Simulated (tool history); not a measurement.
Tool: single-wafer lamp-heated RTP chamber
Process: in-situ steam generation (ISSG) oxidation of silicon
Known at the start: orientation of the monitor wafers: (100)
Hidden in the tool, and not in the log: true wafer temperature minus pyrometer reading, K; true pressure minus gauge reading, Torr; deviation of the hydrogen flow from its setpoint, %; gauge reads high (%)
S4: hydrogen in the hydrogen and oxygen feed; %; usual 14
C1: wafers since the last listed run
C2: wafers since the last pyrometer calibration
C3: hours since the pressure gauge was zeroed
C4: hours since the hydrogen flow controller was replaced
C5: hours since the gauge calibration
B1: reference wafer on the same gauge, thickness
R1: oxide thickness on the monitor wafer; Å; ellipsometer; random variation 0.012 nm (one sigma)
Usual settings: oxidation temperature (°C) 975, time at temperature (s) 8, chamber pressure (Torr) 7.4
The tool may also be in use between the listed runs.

Run 1, hour 0: usual settings but chamber pressure (Torr) 8; C1 0; C2 3074; C3 4946.1; C4 2211.6; C5 52; B1 2.419. Result: R1 30.17 Å.
Run 2, hour 14.6: usual settings; C1 99; C2 3173; C3 4960.7; C4 2226.2; C5 66.6; B1 2.42. Result: R1 30.08 Å.
Run 3, hour 42: usual settings; C1 186; C2 3359; C3 4988.1; C4 2253.6; C5 94; B1 2.416. Result: R1 29.99 Å.
Run 4, hour 74.5: usual settings; C1 220; C2 3580; C3 5020.6; C4 2286.1; C5 126.5; B1 2.419. Result: R1 30.01 Å.
Run 5, hour 92.6: usual settings; C1 122; C2 3703; C3 5038.7; C4 2304.2; C5 144.6; B1 2.419. Result: R1 30.41 Å.
Run 6, hour 127: usual settings; C1 233; C2 3936; C3 5073.1; C4 2338.6; C5 179; B1 2.422. Result: R1 30.29 Å.
Run 7, hour 145.8: usual settings; C1 127; C2 4064; C3 5091.9; C4 2357.4; C5 197.8; B1 2.424. Result: R1 30.18 Å.
Run 8, hour 167.5: usual settings but oxidation temperature (°C) 986, time at temperature (s) 7; C1 147; C2 4211; C3 5113.6; C4 2379.1; C5 219.5; B1 2.418. Result: R1 29.39 Å.
At hour 191.2: pressure gauge zeroed.
Run 9, hour 196.9: usual settings but oxidation temperature (°C) 986, time at temperature (s) 7; C1 145; C2 4357; C3 5.7; C4 2408.5; C5 248.9; B1 2.421. Result: R1 29.39 Å.
Run 10, hour 225: usual settings but time at temperature (s) 6; C1 190; C2 4547; C3 33.8; C4 2436.6; C5 277; B1 2.42. Result: R1 27.02 Å.
Run 11, hour 253.2: usual settings but time at temperature (s) 6; C1 191; C2 4739; C3 62; C4 2464.8; C5 305.2; B1 2.414. Result: R1 27.04 Å.
Run 12, hour 286.6: usual settings but S4 11 %; C1 226; C2 4966; C3 95.4; C4 2498.2; C5 338.6; B1 2.422. Result: R1 28.66 Å.
At hour 314.4: pyrometer window cleaned and pyrometer calibrated.
Run 13, hour 335.9: usual settings; C1 280; C2 145; C3 144.7; C4 2547.5; C5 387.9; B1 2.42. Result: R1 29.7 Å.
At hour 405.6: gauge calibrated.
Run 14, hour 412.7: usual settings but chamber pressure (Torr) 8, S4 11 %; C1 521; C2 667; C3 221.5; C4 2624.3; C5 7.1; B1 2.42. Result: R1 28.19 Å.
At hour 448.2: hydrogen flow controller replaced.
Run 15, hour 448.7: usual settings but time at temperature (s) 9; C1 190; C2 857; C3 257.5; C4 0.5; C5 43.1; B1 2.423. Result: R1 31.21 Å.
Run 16, hour 482.1: usual settings but oxidation temperature (°C) 993, S4 17 %; C1 226; C2 1084; C3 290.9; C4 33.9; C5 76.5; B1 2.42. Result: R1 32.94 Å.
Run 17, hour 501.7: usual settings but S4 23 %; C1 133; C2 1217; C3 310.5; C4 53.5; C5 96.1; B1 2.421. Result: R1 33.73 Å.
Run 18, hour 537.6: usual settings but time at temperature (s) 10, chamber pressure (Torr) 8.8; C1 243; C2 1461; C3 346.4; C4 89.4; C5 132; B1 2.422. Result: R1 32.63 Å.
Run 19, hour 556.5: usual settings; C1 128; C2 1589; C3 365.3; C4 108.3; C5 150.9; B1 2.421. Result: R1 29.97 Å.
Run 20, hour 581.2: usual settings but oxidation temperature (°C) 993; C1 167; C2 1757; C3 390; C4 133; C5 175.6; B1 2.418. Result: R1 31.19 Å.
Run 21, hour 614.5: usual settings but oxidation temperature (°C) 966, time at temperature (s) 5, chamber pressure (Torr) 8.6; C1 226; C2 1983; C3 423.3; C4 166.3; C5 208.9; B1 2.417. Result: R1 24.33 Å.
Run 22, hour 629: usual settings but oxidation temperature (°C) 982, chamber pressure (Torr) 8.8; C1 98; C2 2081; C3 437.8; C4 180.8; C5 223.4; B1 2.42. Result: R1 30.43 Å.

3 ways to go on from here, each from the tool as it stands after run 22. What would each give?
Run A, hour 629.5: usual settings but chamber pressure (Torr) 6.9; C1 3; C2 2085; C3 438.3; C4 181.3; C5 223.9; B1 ?. Result: R1 ?.
Run B, hour 629.5: usual settings but time at temperature (s) 6, S4 11 %; C1 3; C2 2085; C3 438.3; C4 181.3; C5 223.9; B1 ?. Result: R1 ?.
Run C, hour 629.5: usual settings but oxidation temperature (°C) 993, S4 11 %; C1 3; C2 2085; C3 438.3; C4 181.3; C5 223.9; B1 ?. Result: R1 ?.

run     B1     R1
  A  2.415  29.95
  B  2.415  25.31
  C  2.415  29.82
Without the tool's hidden state the same runs would have given:
run     R1
  A  29.57
  B  25.03
  C  29.38

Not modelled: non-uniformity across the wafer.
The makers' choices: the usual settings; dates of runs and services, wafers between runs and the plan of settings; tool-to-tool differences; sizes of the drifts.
